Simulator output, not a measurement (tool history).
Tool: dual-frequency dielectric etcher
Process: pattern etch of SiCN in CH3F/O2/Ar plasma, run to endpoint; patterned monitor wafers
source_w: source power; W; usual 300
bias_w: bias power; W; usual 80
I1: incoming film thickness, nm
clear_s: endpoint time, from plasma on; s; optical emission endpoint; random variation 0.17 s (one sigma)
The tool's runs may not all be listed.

run 1 hour=0 | source_w=300 bias_w=80 | I1=10.46 | clear_s=31
run 2 hour=67 | source_w=300 bias_w=80 | I1=10.43 | clear_s=30.6
run 3 hour=128.9 | source_w=300 bias_w=80 | I1=10.38 | clear_s=30.5
run 4 hour=234.8 | source_w=300 bias_w=93 | I1=10.41 | clear_s=28.4
run 5 hour=340.9 | source_w=300 bias_w=93 | I1=10.53 | clear_s=28.4
run 6 hour=445.2 | source_w=300 bias_w=80 | I1=10.37 | clear_s=30
run 7 hour=514 | source_w=300 bias_w=80 | I1=10.28 | clear_s=29.4
run 8 hour=588.5 | source_w=350 bias_w=91 | I1=10.5 | clear_s=26.2
run 9 hour=653.9 | source_w=350 bias_w=91 | I1=10.31 | clear_s=25.8
-- hour=744.8 bias power generator calibrated
-- hour=760.6 wet clean of the chamber
run 10 hour=761.1 | source_w=300 bias_w=87 | I1=10.32 | clear_s=29.4
run 11 hour=794.7 | source_w=240 bias_w=80 | I1=10.3 | clear_s=34.9
run 12 hour=858.2 | source_w=300 bias_w=80 | I1=10.56 | clear_s=31.4
run 13 hour=915.3 | source_w=300 bias_w=80 | I1=10.41 | clear_s=30.4
run 14 hour=1011.8 | source_w=300 bias_w=62 | I1=10.39 | clear_s=33.8
run 15 hour=1063.7 | source_w=300 bias_w=97 | I1=10.41 | clear_s=27.8
run 16 hour=1117.2 | source_w=300 bias_w=80 | I1=10.47 | clear_s=30.2
-- hour=1166.5 upper electrode replaced
run 17 hour=1193.1 | source_w=300 bias_w=80 | I1=10.38 | clear_s=30.2
run 18 hour=1251.5 | source_w=300 bias_w=80 | I1=10.41 | clear_s=29.9
run 19 hour=1353.9 | source_w=370 bias_w=74 | I1=10.44 | clear_s=27.4
run 20 hour=1414.3 | source_w=280 bias_w=89 | I1=10.49 | clear_s=30.1
-- hour=1484.3 wet clean of the chamber
run 21 hour=1516.8 | source_w=300 bias_w=80 | I1=10.31 | clear_s=30.3
run 22 hour=1602.7 | source_w=260 bias_w=80 | I1=10.42 | clear_s=33.2
run 23 hour=1700.9 | source_w=300 bias_w=80 | I1=10.34 | clear_s=30
run 24 hour=1740.7 | source_w=340 bias_w=95 | I1=10.34 | clear_s=26.2
-- hour=1746 source power generator calibrated
run 25 hour=1811.9 | source_w=230 bias_w=80 | I1=10.36 | clear_s=35.8
run 26 hour=1901.6 | source_w=380 bias_w=94 | I1=10.45 | clear_s=24.8
run 27 hour=2006.7 | source_w=300 bias_w=80 | I1=10.43 | clear_s=30
run 28 hour=2091.3 | source_w=300 bias_w=80 | I1=10.49 | clear_s=30.3
run 29 hour=2141.8 | source_w=300 bias_w=80 | I1=10.41 | clear_s=29.7
run 30 hour=2196.9 | source_w=300 bias_w=68 | I1=10.54 | clear_s=32
-- hour=2263.9 wet clean of the chamber
run 31 hour=2273 | source_w=340 bias_w=60 | I1=10.48 | clear_s=32.7
run 32 hour=2367.7 | source_w=370 bias_w=80 | I1=10.41 | clear_s=27.3
run 33 hour=2425.5 | source_w=370 bias_w=94 | I1=10.45 | clear_s=25.5
run 34 hour=2532.3 | source_w=270 bias_w=64 | I1=10.46 | clear_s=36.1
run 35 hour=2587.7 | source_w=330 bias_w=97 | I1=10.54 | clear_s=26.9

The same runs without the tool's hidden state, with the same run-to-run variation:
The hidden state here: etch rate over this chamber's usual, %; source power that arrives over what is set, %; bias power that arrives over what is set, %.
run=1 clear_s=31.2
run=2 clear_s=30.9
run=3 clear_s=30.9
run=4 clear_s=29
run=5 clear_s=29.1
run=6 clear_s=30.9
run=7 clear_s=30.4
run=8 clear_s=27.1
run=9 clear_s=26.8
run=10 clear_s=29.5
run=11 clear_s=35
run=12 clear_s=31.7
run=13 clear_s=30.7
run=14 clear_s=34.3
run=15 clear_s=28.3
run=16 clear_s=30.8
run=17 clear_s=31
run=18 clear_s=30.7
run=19 clear_s=28.3
run=20 clear_s=31.2
run=21 clear_s=30.5
run=22 clear_s=33.5
run=23 clear_s=30.5
run=24 clear_s=26.6
run=25 clear_s=36.6
run=26 clear_s=25.5
run=27 clear_s=30.9
run=28 clear_s=31.4
run=29 clear_s=30.9
run=30 clear_s=33.3
run=31 clear_s=32.7
run=32 clear_s=27.4
run=33 clear_s=25.7
run=34 clear_s=36.6
run=35 clear_s=27.3
